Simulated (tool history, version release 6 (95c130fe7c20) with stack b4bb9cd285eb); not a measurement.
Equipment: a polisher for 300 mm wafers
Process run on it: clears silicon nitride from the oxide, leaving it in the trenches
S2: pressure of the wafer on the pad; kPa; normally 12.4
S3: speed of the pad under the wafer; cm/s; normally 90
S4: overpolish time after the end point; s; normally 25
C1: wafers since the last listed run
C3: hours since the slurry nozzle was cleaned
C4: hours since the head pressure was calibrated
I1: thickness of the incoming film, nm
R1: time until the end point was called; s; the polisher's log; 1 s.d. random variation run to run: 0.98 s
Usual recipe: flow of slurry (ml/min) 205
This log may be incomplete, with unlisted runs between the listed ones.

run 1 hour=0.0 | flow_of_slurry_(ml/min)=205 S2=12.4 S3=104 S4=25 | C1=0 wafers_polished_on_this_pad=6014 C3=664.4 C4=736.2 | I1=45.0 | R1=77.2
run 2 hour=39.9 | flow_of_slurry_(ml/min)=205 S2=12.4 S3=104 S4=25 | C1=423 wafers_polished_on_this_pad=6437 C3=704.3 C4=776.1 | I1=44.7 | R1=74.7
-- hour=65.8 worn pad replaced by a new one
-- hour=74.2 slurry nozzle cleaned
run 3 hour=147.8 | flow_of_slurry_(ml/min)=205 S2=12.4 S3=90 S4=25 | C1=1091 wafers_polished_on_this_pad=858 C3=73.6 C4=884.0 | I1=45.8 | R1=90.3
run 4 hour=230.6 | flow_of_slurry_(ml/min)=205 S2=12.4 S3=90 S4=25 | C1=878 wafers_polished_on_this_pad=1736 C3=156.4 C4=966.8 | I1=45.4 | R1=89.7
run 5 hour=274.2 | flow_of_slurry_(ml/min)=205 S2=12.4 S3=90 S4=25 | C1=462 wafers_polished_on_this_pad=2198 C3=200.0 C4=1010.4 | I1=44.7 | R1=87.0
run 6 hour=378.6 | flow_of_slurry_(ml/min)=205 S2=12.4 S3=112 S4=25 | C1=1107 wafers_polished_on_this_pad=3305 C3=304.4 C4=1114.8 | I1=44.6 | R1=68.5
run 7 hour=452.2 | flow_of_slurry_(ml/min)=205 S2=12.4 S3=112 S4=25 | C1=780 wafers_polished_on_this_pad=4086 C3=378.0 C4=1188.4 | I1=44.9 | R1=70.9
run 8 hour=555.2 | flow_of_slurry_(ml/min)=205 S2=12.4 S3=90 S4=25 | C1=1092 wafers_polished_on_this_pad=5178 C3=481.0 C4=1291.4 | I1=45.7 | R1=90.3
run 9 hour=611.2 | flow_of_slurry_(ml/min)=205 S2=12.4 S3=90 S4=25 | C1=593 wafers_polished_on_this_pad=5772 C3=537.0 C4=1347.4 | I1=45.0 | R1=87.7
run 10 hour=669.6 | flow_of_slurry_(ml/min)=205 S2=12.4 S3=90 S4=25 | C1=619 wafers_polished_on_this_pad=6391 C3=595.4 C4=1405.8 | I1=44.7 | R1=86.9
-- hour=737.6 worn pad replaced by a new one
run 11 hour=743.2 | flow_of_slurry_(ml/min)=205 S2=12.4 S3=90 S4=25 | C1=738 wafers_polished_on_this_pad=59 C3=669.0 C4=1479.4 | I1=44.4 | R1=88.4
-- hour=755.2 slurry nozzle cleaned
-- hour=781.6 head pressure recalibrated
run 12 hour=785.4 | flow_of_slurry_(ml/min)=255 S2=12.4 S3=90 S4=36 | C1=415 wafers_polished_on_this_pad=475 C3=30.2 C4=3.8 | I1=45.5 | R1=88.1
run 13 hour=852.4 | flow_of_slurry_(ml/min)=205 S2=12.4 S3=90 S4=25 | C1=710 wafers_polished_on_this_pad=1185 C3=97.2 C4=70.8 | I1=44.8 | R1=87.1
run 14 hour=919.4 | flow_of_slurry_(ml/min)=205 S2=12.4 S3=90 S4=25 | C1=710 wafers_polished_on_this_pad=1896 C3=164.2 C4=137.8 | I1=45.2 | R1=87.6
run 15 hour=1031.9 | flow_of_slurry_(ml/min)=205 S2=12.4 S3=90 S4=25 | C1=1193 wafers_polished_on_this_pad=3089 C3=276.7 C4=250.3 | I1=45.3 | R1=88.9
run 16 hour=1083.8 | flow_of_slurry_(ml/min)=205 S2=12.4 S3=90 S4=25 | C1=550 wafers_polished_on_this_pad=3639 C3=328.6 C4=302.2 | I1=44.4 | R1=87.7
run 17 hour=1171.1 | flow_of_slurry_(ml/min)=230 S2=12.4 S3=90 S4=30 | C1=925 wafers_polished_on_this_pad=4565 C3=415.9 C4=389.5 | I1=45.0 | R1=87.2
run 18 hour=1221.2 | flow_of_slurry_(ml/min)=205 S2=12.4 S3=90 S4=25 | C1=531 wafers_polished_on_this_pad=5096 C3=466.0 C4=439.6 | I1=45.6 | R1=88.9
-- hour=1305.3 slurry nozzle cleaned
-- hour=1314.4 worn pad replaced by a new one
run 19 hour=1326.4 | flow_of_slurry_(ml/min)=205 S2=11.0 S3=106 S4=12 | C1=1062 wafers_polished_on_this_pad=127 C3=21.1 C4=544.8 | I1=44.8 | R1=82.9
run 20 hour=1409.5 | flow_of_slurry_(ml/min)=225 S2=12.4 S3=74 S4=25 | C1=881 wafers_polished_on_this_pad=1008 C3=104.2 C4=627.9 | I1=44.9 | R1=105.7
run 21 hour=1453.3 | flow_of_slurry_(ml/min)=205 S2=10.3 S3=116 S4=25 | C1=464 wafers_polished_on_this_pad=1473 C3=148.0 C4=671.7 | I1=45.0 | R1=82.2
run 22 hour=1553.1 | flow_of_slurry_(ml/min)=265 S2=13.8 S3=60 S4=25 | C1=1058 wafers_polished_on_this_pad=2531 C3=247.8 C4=771.5 | I1=44.6 | R1=114.8
run 23 hour=1599.5 | flow_of_slurry_(ml/min)=205 S2=16.5 S3=90 S4=20 | C1=492 wafers_polished_on_this_pad=3023 C3=294.2 C4=817.9 | I1=45.4 | R1=66.7
run 24 hour=1696.9 | flow_of_slurry_(ml/min)=160 S2=14.5 S3=90 S4=25 | C1=1032 wafers_polished_on_this_pad=4056 C3=391.6 C4=915.3 | I1=44.9 | R1=79.5
run 25 hour=1761.8 | flow_of_slurry_(ml/min)=205 S2=14.5 S3=90 S4=25 | C1=688 wafers_polished_on_this_pad=4744 C3=456.5 C4=980.2 | I1=44.8 | R1=74.7
run 26 hour=1828.3 | flow_of_slurry_(ml/min)=255 S2=10.3 S3=60 S4=32 | C1=705 wafers_polished_on_this_pad=5449 C3=523.0 C4=1046.7 | I1=45.6 | R1=157.8
run 27 hour=1889.2 | flow_of_slurry_(ml/min)=205 S2=12.4 S3=90 S4=25 | C1=645 wafers_polished_on_this_pad=6095 C3=583.9 C4=1107.6 | I1=45.6 | R1=88.2
run 28 hour=1942.0 | flow_of_slurry_(ml/min)=145 S2=16.5 S3=122 S4=34 | C1=559 wafers_polished_on_this_pad=6655 C3=636.7 C4=1160.4 | I1=44.8 | R1=50.9
-- hour=1968.1 slurry nozzle cleaned
-- hour=1984.2 worn pad replaced by a new one
run 29 hour=2048.1 | flow_of_slurry_(ml/min)=165 S2=11.0 S3=90 S4=33 | C1=1072 wafers_polished_on_this_pad=677 C3=80.0 C4=1266.5 | I1=44.4 | R1=101.9
run 30 hour=2142.3 | flow_of_slurry_(ml/min)=180 S2=12.4 S3=90 S4=25 | C1=998 wafers_polished_on_this_pad=1676 C3=174.2 C4=1360.7 | I1=44.9 | R1=90.4
-- hour=2183.7 head pressure recalibrated
run 31 hour=2217.6 | flow_of_slurry_(ml/min)=205 S2=14.5 S3=90 S4=17 | C1=777 wafers_polished_on_this_pad=2453 C3=249.5 C4=33.9 | I1=45.0 | R1=74.2
run 32 hour=2321.3 | flow_of_slurry_(ml/min)=205 S2=12.4 S3=90 S4=17 | C1=1099 wafers_polished_on_this_pad=3553 C3=353.2 C4=137.6 | I1=45.0 | R1=88.4
run 33 hour=2403.6 | flow_of_slurry_(ml/min)=205 S2=12.4 S3=90 S4=25 | C1=872 wafers_polished_on_this_pad=4425 C3=435.5 C4=219.9 | I1=45.3 | R1=90.5
-- hour=2550.0 slurry nozzle cleaned
run 34 hour=2570.2 | flow_of_slurry_(ml/min)=250 S2=12.4 S3=90 S4=25 | C1=1756 wafers_polished_on_this_pad=6182 C3=20.2 C4=386.5 | I1=44.9 | R1=86.2
-- hour=2655.0 worn pad replaced by a new one
run 35 hour=2661.9 | flow_of_slurry_(ml/min)=205 S2=13.8 S3=90 S4=25 | C1=930 wafers_polished_on_this_pad=72 C3=111.9 C4=478.2 | I1=44.8 | R1=79.2
run 36 hour=2714.5 | flow_of_slurry_(ml/min)=205 S2=12.4 S3=90 S4=25 | C1=557 wafers_polished_on_this_pad=630 C3=164.5 C4=530.8 | I1=45.5 | R1=89.5

Hidden state at the last listed run before each entry between runs and at the first one after, where it differs:
Logged between run 2 and run 3: worn pad replaced by a new one (hour 65.8); slurry nozzle cleaned (hour 74.2)
  both runs share identical hidden conditions
Logged between run 10 and run 11: worn pad replaced by a new one (hour 737.6)
  both runs share identical hidden conditions
Logged between run 11 and run 12: slurry nozzle cleaned (hour 755.2); head pressure recalibrated (hour 781.6)
  both runs share identical hidden conditions
Logged between run 18 and run 19: slurry nozzle cleaned (hour 1305.3); worn pad replaced by a new one (hour 1314.4)
  both runs share identical hidden conditions
Logged between run 28 and run 29: slurry nozzle cleaned (hour 1968.1); worn pad replaced by a new one (hour 1984.2)
  both runs share identical hidden conditions
Logged between run 30 and run 31: head pressure recalibrated (hour 2183.7)
  both runs share identical hidden conditions
Logged between run 33 and run 34: slurry nozzle cleaned (hour 2550.0)
  both runs share identical hidden conditions
Logged between run 34 and run 35: worn pad replaced by a new one (hour 2655.0)
  both runs share identical hidden conditions

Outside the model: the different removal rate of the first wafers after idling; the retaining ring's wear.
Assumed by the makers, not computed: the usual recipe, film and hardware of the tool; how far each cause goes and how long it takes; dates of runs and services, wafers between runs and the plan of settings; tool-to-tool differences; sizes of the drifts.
